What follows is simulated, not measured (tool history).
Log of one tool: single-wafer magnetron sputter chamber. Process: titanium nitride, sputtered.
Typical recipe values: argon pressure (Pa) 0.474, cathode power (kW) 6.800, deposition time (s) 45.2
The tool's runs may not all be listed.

run     day  argon pressure (Pa)  cathode power (kW)  deposition time (s)  wafers since the last listed run  wafers on the sputter target  hours since the last manometer calibration  hours since the magnet pack was replaced  hours since the gauge calibration  read-back reference wafer on the same gauge, thickness_nm  mean film thickness on the monitor wafer (angstrom)
  1   0.000                0.474               6.800                 45.2                                 0                          2347                                      1519.9                                    8248.1                               53.4                                                     47.764                                               544.16
  2   0.700                0.474               6.800                 45.2                               324                          2672                                      1536.7                                    8264.9                               70.2                                                     47.785                                               543.84
  3   1.338                0.474               6.800                 45.2                               295                          2968                                      1552.0                                    8280.2                               85.5                                                     47.756                                               545.25
  4   1.958                0.474               6.800                 45.2                               288                          3256                                      1566.9                                    8295.1                              100.4                                                     47.795                                               545.28
  5   2.621                0.474               6.800                 45.2                               307                          3563                                      1582.8                                    8311.0                              116.3                                                     47.783                                               543.38
  6   3.138                0.587               6.800                 49.8                               239                          3803                                      1595.2                                    8323.4                              128.7                                                     47.785                                               570.55
  7   3.950                0.474               6.800                 45.2                               377                          4181                                      1614.7                                    8342.9                              148.2                                                     47.785                                               540.54
      4.788  -- magnet pack replaced
  8   4.871                0.474               6.000                 36.6                               272                          4453                                      1636.8                                       2.0                              170.3                                                     47.781                                               394.64
  9   6.271                0.474               6.800                 45.2                               649                          5103                                      1670.4                                      35.6                              203.9                                                     47.799                                               538.68
      6.600  -- gauge calibrated
      7.171  -- sputter target and shields replaced
 10   8.817                0.601               7.400                 48.7                              1027                           764                                      1731.5                                      96.7                               53.2                                                     47.859                                               598.65
      9.442  -- capacitance manometer re-zeroed and calibrated
 11  10.154                0.589               7.850                 45.2                               466                          1230                                        17.1                                     128.8                               85.3                                                     47.788                                               585.48
 12  10.892                0.474               6.800                 45.2                               342                          1573                                        34.8                                     146.5                              103.0                                                     47.801                                               544.56
 13  11.950                0.527               6.800                 45.2                               491                          2064                                        60.2                                     171.9                              128.4                                                     47.798                                               532.20
 14  12.604                0.293               7.700                 39.7                               303                          2368                                        75.9                                     187.6                              144.1                                                     47.830                                               575.44

Consider 4 possible next runs. They are alternatives, not a sequence: every one starts from the tool as it was left by run 14. What does each give?
  A  12.621                0.474               6.800                 45.2                                 7                          2375                                        76.3                                     188.0                              144.5                                                          ?                                                    ?
  B  12.621                0.539               6.300                 45.2                                 7                          2375                                        76.3                                     188.0                              144.5                                                          ?                                                    ?
  C  12.621                0.474               6.150                 36.7                                 7                          2375                                        76.3                                     188.0                              144.5                                                          ?                                                    ?
  D  12.621                0.613               5.550                 50.0                                 7                          2375                                        76.3                                     188.0                              144.5                                                          ?                                                    ?

run  read-back reference wafer on the same gauge, thickness_nm  mean film thickness on the monitor wafer (angstrom)
  A                                                     47.783                                               544.86
  B                                                     47.783                                               496.98
  C                                                     47.783                                               406.64
  D                                                     47.783                                               479.84
Take away the tool's hidden state, keep each run's random variation, and the runs would have read:
run  mean film thickness on the monitor wafer (angstrom)
  A                                               546.98
  B                                               498.91
  C                                               408.23
  D                                               481.71

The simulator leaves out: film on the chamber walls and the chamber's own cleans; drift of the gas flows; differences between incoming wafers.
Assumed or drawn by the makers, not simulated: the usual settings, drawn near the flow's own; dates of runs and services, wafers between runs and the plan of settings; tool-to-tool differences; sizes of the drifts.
